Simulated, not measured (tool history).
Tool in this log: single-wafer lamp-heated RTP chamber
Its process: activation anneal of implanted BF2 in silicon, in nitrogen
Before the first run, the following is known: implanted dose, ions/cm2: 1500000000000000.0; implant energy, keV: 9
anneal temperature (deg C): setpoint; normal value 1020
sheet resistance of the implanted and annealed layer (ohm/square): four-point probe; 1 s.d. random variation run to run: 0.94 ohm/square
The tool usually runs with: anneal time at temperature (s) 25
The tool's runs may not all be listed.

run,hour,anneal temperature (deg C),anneal time at temperature (s),wafers since the last listed run,wafers since the last pyrometer calibration,wafers since the reflector plate was cleaned,hours since the gauge calibration,"read-back reference wafer on the same gauge, sheet resistance",sheet resistance of the implanted and annealed layer (ohm/square)
1,0.0,1020,25,0,1358,3462,180.4,153.05,179.16
# hour 12.2: pyrometer window cleaned and pyrometer calibrated
2,13.3,1020,25,82,16,3544,193.7,152.84,180.10
3,28.0,1020,25,228,245,3773,208.4,152.83,180.48
4,40.7,1020,25,197,442,3970,221.1,153.13,181.71
5,48.0,1020,25,113,556,4084,228.4,153.23,181.29
6,59.9,1020,25,185,741,4269,240.3,153.01,181.15
7,73.7,1020,25,214,956,4484,254.1,153.10,181.88
8,80.9,1020,25,112,1068,4596,261.3,153.25,180.64
# hour 97.5: pyrometer window cleaned and pyrometer calibrated
9,98.0,1020,25,141,8,4737,278.4,153.01,182.19
10,103.9,1020,25,91,100,4829,284.3,153.04,182.09
11,113.5,1020,25,149,249,4979,293.9,153.24,180.87
12,129.5,1020,25,248,498,5228,309.9,153.36,182.85
13,147.1,1020,25,273,772,5501,327.5,152.99,180.79
# hour 175.0: reflector plate cleaned
14,186.9,1020,25,494,1266,184,367.3,153.00,181.42
# hour 198.5: pyrometer window cleaned and pyrometer calibrated
15,202.8,1020,25,122,66,307,383.2,153.09,182.02
16,212.4,1031,25,149,216,457,392.8,152.70,165.35
# hour 218.5: gauge calibrated
17,220.1,1020,25,119,336,576,1.6,152.63,180.87
18,232.8,1020,25,197,533,774,14.3,153.38,180.15
19,248.9,1040,33,250,784,1025,30.4,152.96,146.59
20,261.5,1002,25,196,980,1221,43.0,153.19,220.10
21,276.2,1020,38,228,1208,1449,57.7,152.92,161.32
22,293.7,1046,32,272,1481,1722,75.2,152.97,142.86
# hour 303.3: pyrometer window cleaned and pyrometer calibrated
23,305.8,1020,25,63,39,1785,87.3,153.24,181.64
24,355.3,1001,20,770,809,2556,136.8,153.07,239.43
25,372.6,1005,32,269,1078,2825,154.1,153.02,199.41
26,385.1,1020,25,194,1273,3019,166.6,152.96,181.33
# hour 394.7: pyrometer window cleaned and pyrometer calibrated
27,402.1,1044,33,140,114,3159,183.6,153.02,144.47
28,416.4,1030,15,222,337,3382,197.9,153.29,190.74

Each row is a separate what-if for the run after 28, all from the same tool condition, not one after another. Results?
A,416.8,998,25,6,343,3388,198.3,?,?
B,416.8,1038,12,6,343,3388,198.3,?,?
C,416.8,1000,39,6,343,3388,198.3,?,?
D,416.8,999,25,6,343,3388,198.3,?,?

run,"read-back reference wafer on the same gauge, sheet resistance",sheet resistance of the implanted and annealed layer (ohm/square)
A,153.42,232.71
B,153.42,188.85
C,153.42,198.86
D,153.42,229.86
The same runs, with their run-to-run variation unchanged, on a tool lacking any hidden condition would have given:
run,sheet resistance of the implanted and annealed layer (ohm/square)
A,232.71
B,188.85
C,198.86
D,229.86

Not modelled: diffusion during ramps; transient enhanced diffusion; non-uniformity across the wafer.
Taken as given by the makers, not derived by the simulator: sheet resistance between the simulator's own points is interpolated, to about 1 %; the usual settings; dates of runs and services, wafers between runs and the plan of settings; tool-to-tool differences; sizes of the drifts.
